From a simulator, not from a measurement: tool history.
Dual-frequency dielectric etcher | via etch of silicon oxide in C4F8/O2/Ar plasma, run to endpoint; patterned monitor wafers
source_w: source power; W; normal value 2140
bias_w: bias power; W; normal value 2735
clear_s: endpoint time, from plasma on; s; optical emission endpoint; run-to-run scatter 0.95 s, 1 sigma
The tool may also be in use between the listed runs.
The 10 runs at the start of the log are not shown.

run    hour  source_w  bias_w  wafers since the last listed run  hours since the last wet clean  hours since the last source power generator calibration  hours since the last bias power generator calibration  hours since the last upper electrode change  incoming incoming film thickness, nm  clear_s
 11   493.7      2140    2575                               272                           383.9                                                   3836.5                                                 1700.0                                        122.6                                1323.6    241.5
 12   546.5      2140    2575                               219                           436.7                                                   3889.3                                                 1752.8                                        175.4                                1319.0    241.3
 13   592.0      2140    2261                               189                           482.2                                                   3934.8                                                 1798.3                                        220.9                                1339.9    251.8
 14   617.3      1630    2213                               105                           507.5                                                   3960.1                                                 1823.6                                        246.2                                1326.1    285.6
      710.8  -- wet clean of the chamber
      740.2  -- source power generator calibrated
 15   787.5      2460    2735                               592                            76.7                                                     47.3                                                 1993.8                                        416.4                                1337.6    228.4
 16   837.0      1770    2374                               206                           126.2                                                     96.8                                                 2043.3                                        465.9                                1329.2    275.1
 17   878.1      1600    2307                               171                           167.3                                                    137.9                                                 2084.4                                        507.0                                1332.1    291.3
      911.2  -- bias power generator calibrated
 18   925.0      2140    2735                               178                           214.2                                                    184.8                                                   13.8                                        553.9                                1332.3    242.1
 19   994.9      2140    2735                               291                           284.1                                                    254.7                                                   83.7                                        623.8                                1341.6    246.0
 20  1056.8      2420    2735                               257                           346.0                                                    316.6                                                  145.6                                        685.7                                1330.0    228.1
 21  1101.9      1960    2465                               187                           391.1                                                    361.7                                                  190.7                                        730.8                                1340.3    264.1
     1143.0  -- source power generator calibrated, repeated, since the last time left the tool worse
 22  1158.6      2570    2301                               219                           447.8                                                     15.6                                                  247.4                                        787.5                                1339.5    226.9
 23  1198.9      2640    3405                               167                           488.1                                                     55.9                                                  287.7                                        827.8                                1337.1    203.5
     1239.6  -- wet clean of the chamber
 24  1253.4      1720    2735                               127                            13.8                                                    110.4                                                  342.2                                        882.3                                1325.6    259.9
 25  1311.3      2140    2735                               241                            71.7                                                    168.3                                                  400.1                                        940.2                                1340.5    236.5
 26  1338.0      1750    2336                               111                            98.4                                                    195.0                                                  426.8                                        966.9                                1328.0    267.0
 27  1362.9      2360    2735                               103                           123.3                                                    219.9                                                  451.7                                        991.8                                1337.4    223.4
 28  1396.5      2140    2735                               139                           156.9                                                    253.5                                                  485.3                                       1025.4                                1316.4    231.7
 29  1440.3      2520    3333                               182                           200.7                                                    297.3                                                  529.1                                       1069.2                                1331.4    207.4
 30  1497.1      2140    2735                               236                           257.5                                                    354.1                                                  585.9                                       1126.0                                1333.9    235.1
 31  1538.5      2140    2735                               172                           298.9                                                    395.5                                                  627.3                                       1167.4                                1333.9    237.3
 32  1594.2      2410    3333                               232                           354.6                                                    451.2                                                  683.0                                       1223.1                                1328.8    210.3
 33  1624.9      2570    2301                               127                           385.3                                                    481.9                                                  713.7                                       1253.8                                1340.2    227.0
 34  1684.8      2140    3086                               249                           445.2                                                    541.8                                                  773.6                                       1313.7                                1323.4    227.4

Predict each of these 5 candidate next runs independently; none follows another, all start after run 34:
  A  1685.3      2510    2735                                 2                           445.7                                                    542.3                                                  774.1                                       1314.2                                1337.7        ?
  B  1685.3      1750    2735                                 2                           445.7                                                    542.3                                                  774.1                                       1314.2                                1337.7        ?
  C  1685.3      1780    3219                                 2                           445.7                                                    542.3                                                  774.1                                       1314.2                                1337.7        ?
  D  1685.3      2510    2147                                 2                           445.7                                                    542.3                                                  774.1                                       1314.2                                1337.7        ?
  E  1685.3      2670    3343                                 2                           445.7                                                    542.3                                                  774.1                                       1314.2                                1337.7        ?

run  clear_s
  A    218.3
  B    259.8
  C    247.2
  D    230.7
  E    202.0
Without the tool's unlogged condition, the same runs would have read:
run  clear_s
  A    218.1
  B    259.5
  C    246.9
  D    230.4
  E    201.7

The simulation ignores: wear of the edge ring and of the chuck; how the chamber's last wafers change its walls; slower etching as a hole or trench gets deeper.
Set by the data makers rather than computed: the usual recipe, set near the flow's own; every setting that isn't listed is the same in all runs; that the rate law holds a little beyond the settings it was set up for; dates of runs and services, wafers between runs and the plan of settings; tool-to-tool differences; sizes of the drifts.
